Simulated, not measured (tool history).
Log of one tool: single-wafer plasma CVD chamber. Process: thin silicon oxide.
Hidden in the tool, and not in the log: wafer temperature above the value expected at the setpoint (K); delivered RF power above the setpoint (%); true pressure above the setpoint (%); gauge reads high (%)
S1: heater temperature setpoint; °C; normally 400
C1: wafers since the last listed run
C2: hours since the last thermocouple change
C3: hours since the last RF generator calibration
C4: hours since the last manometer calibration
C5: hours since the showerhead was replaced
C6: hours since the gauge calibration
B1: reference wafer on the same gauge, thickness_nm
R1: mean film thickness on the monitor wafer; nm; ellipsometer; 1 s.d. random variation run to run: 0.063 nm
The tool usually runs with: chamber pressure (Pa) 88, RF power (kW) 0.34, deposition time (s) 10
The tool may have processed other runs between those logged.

{"run": 1, "day": 0.0, "S1": 400, "chamber pressure (Pa)": 88, "RF power (kW)": 0.34, "deposition time (s)": 10, "C1": 0, "C2": 840.1, "C3": 980.7, "C4": 342.1, "C5": 3768.2, "C6": 482.9, "B1": 17.702, "R1": 16.235}
{"run": 2, "day": 1.092, "S1": 400, "chamber pressure (Pa)": 88, "RF power (kW)": 0.32, "deposition time (s)": 11.4, "C1": 848, "C2": 866.3, "C3": 1006.9, "C4": 368.3, "C5": 3794.4, "C6": 509.1, "B1": 17.697, "R1": 17.93}
{"run": 3, "day": 7.725, "S1": 400, "chamber pressure (Pa)": 88, "RF power (kW)": 0.32, "deposition time (s)": 11.4, "C1": 5155, "C2": 1025.5, "C3": 1166.1, "C4": 527.5, "C5": 3953.6, "C6": 668.3, "B1": 17.717, "R1": 17.828}
{"run": 4, "day": 10.604, "S1": 400, "chamber pressure (Pa)": 97.5, "RF power (kW)": 0.34, "deposition time (s)": 11, "C1": 2237, "C2": 1094.6, "C3": 1235.2, "C4": 596.6, "C5": 4022.7, "C6": 737.4, "B1": 17.712, "R1": 19.664}
{"day": 12.167, "done": "showerhead replaced"}
{"day": 12.254, "done": "gauge calibrated"}
{"run": 5, "day": 12.558, "S1": 400, "chamber pressure (Pa)": 97.5, "RF power (kW)": 0.34, "deposition time (s)": 11, "C1": 1259, "C2": 1141.5, "C3": 1282.1, "C4": 643.5, "C5": 9.4, "C6": 7.3, "B1": 17.705, "R1": 19.861}
{"run": 6, "day": 13.683, "S1": 400, "chamber pressure (Pa)": 97.5, "RF power (kW)": 0.34, "deposition time (s)": 11, "C1": 874, "C2": 1168.5, "C3": 1309.1, "C4": 670.5, "C5": 36.4, "C6": 34.3, "B1": 17.707, "R1": 19.7}
{"run": 7, "day": 16.262, "S1": 400, "chamber pressure (Pa)": 88, "RF power (kW)": 0.34, "deposition time (s)": 10, "C1": 2004, "C2": 1230.4, "C3": 1371, "C4": 732.4, "C5": 98.3, "C6": 96.2, "B1": 17.697, "R1": 16.303}
{"day": 17.979, "done": "thermocouple changed; heater temperature recalibrated"}
{"day": 18.25, "done": "RF generator calibrated"}
{"run": 8, "day": 18.3, "S1": 400, "chamber pressure (Pa)": 88, "RF power (kW)": 0.34, "deposition time (s)": 10, "C1": 1113, "C2": 7.7, "C3": 1.2, "C4": 781.3, "C5": 147.2, "C6": 145.1, "B1": 17.689, "R1": 16.325}
{"run": 9, "day": 21.275, "S1": 393, "chamber pressure (Pa)": 88, "RF power (kW)": 0.28, "deposition time (s)": 11.7, "C1": 2312, "C2": 79.1, "C3": 72.6, "C4": 852.7, "C5": 218.6, "C6": 216.5, "B1": 17.716, "R1": 16.972}
{"day": 23.688, "done": "capacitance manometer re-zeroed and calibrated"}
{"run": 10, "day": 24.379, "S1": 400, "chamber pressure (Pa)": 88, "RF power (kW)": 0.34, "deposition time (s)": 10, "C1": 2153, "C2": 153.6, "C3": 147.1, "C4": 16.6, "C5": 293.1, "C6": 291, "B1": 17.702, "R1": 16.042}
{"run": 11, "day": 26.588, "S1": 400, "chamber pressure (Pa)": 78, "RF power (kW)": 0.285, "deposition time (s)": 9.5, "C1": 1716, "C2": 206.6, "C3": 200.1, "C4": 69.6, "C5": 346.1, "C6": 344, "B1": 17.705, "R1": 12.171}
{"run": 12, "day": 27.683, "S1": 400, "chamber pressure (Pa)": 98.3, "RF power (kW)": 0.34, "deposition time (s)": 10.6, "C1": 851, "C2": 232.9, "C3": 226.4, "C4": 95.9, "C5": 372.4, "C6": 370.3, "B1": 17.707, "R1": 19.205}
{"run": 13, "day": 29.312, "S1": 393, "chamber pressure (Pa)": 88, "RF power (kW)": 0.34, "deposition time (s)": 10, "C1": 1266, "C2": 272, "C3": 265.5, "C4": 135, "C5": 411.5, "C6": 409.4, "B1": 17.697, "R1": 16.342}
{"run": 14, "day": 30.558, "S1": 410, "chamber pressure (Pa)": 97.5, "RF power (kW)": 0.38, "deposition time (s)": 10, "C1": 968, "C2": 301.9, "C3": 295.4, "C4": 164.9, "C5": 441.4, "C6": 439.3, "B1": 17.698, "R1": 18.804}
{"run": 15, "day": 33.262, "S1": 400, "chamber pressure (Pa)": 77.2, "RF power (kW)": 0.34, "deposition time (s)": 10, "C1": 2101, "C2": 366.8, "C3": 360.3, "C4": 229.8, "C5": 506.3, "C6": 504.2, "B1": 17.697, "R1": 14.316}
{"run": 16, "day": 34.888, "S1": 400, "chamber pressure (Pa)": 88, "RF power (kW)": 0.34, "deposition time (s)": 10, "C1": 1262, "C2": 405.8, "C3": 399.3, "C4": 268.8, "C5": 545.3, "C6": 543.2, "B1": 17.695, "R1": 16.155}
{"run": 17, "day": 35.988, "S1": 413, "chamber pressure (Pa)": 100.1, "RF power (kW)": 0.305, "deposition time (s)": 8.8, "C1": 854, "C2": 432.2, "C3": 425.7, "C4": 295.2, "C5": 571.7, "C6": 569.6, "B1": 17.712, "R1": 14.942}

List, for all runs, the conditions of the tool that the log does not record:
wafer temperature above the value expected at the setpoint (K): 0, the same for each run
delivered RF power above the setpoint (%): 0, the same for each run
gauge reads high (%): 0, the same for each run
H1: true pressure above the setpoint (%)
run=1 H1=0.367
run=2 H1=0.401
run=3 H1=0.663
run=4 H1=0.806
run=5 H1=0.913
run=6 H1=0.978
run=7 H1=1.14
run=8 H1=1.27
run=9 H1=1.49
run=10 H1=0.188
run=11 H1=0.196
run=12 H1=0.204
run=13 H1=0.221
run=14 H1=0.238
run=15 H1=0.285
run=16 H1=0.32
run=17 H1=0.348
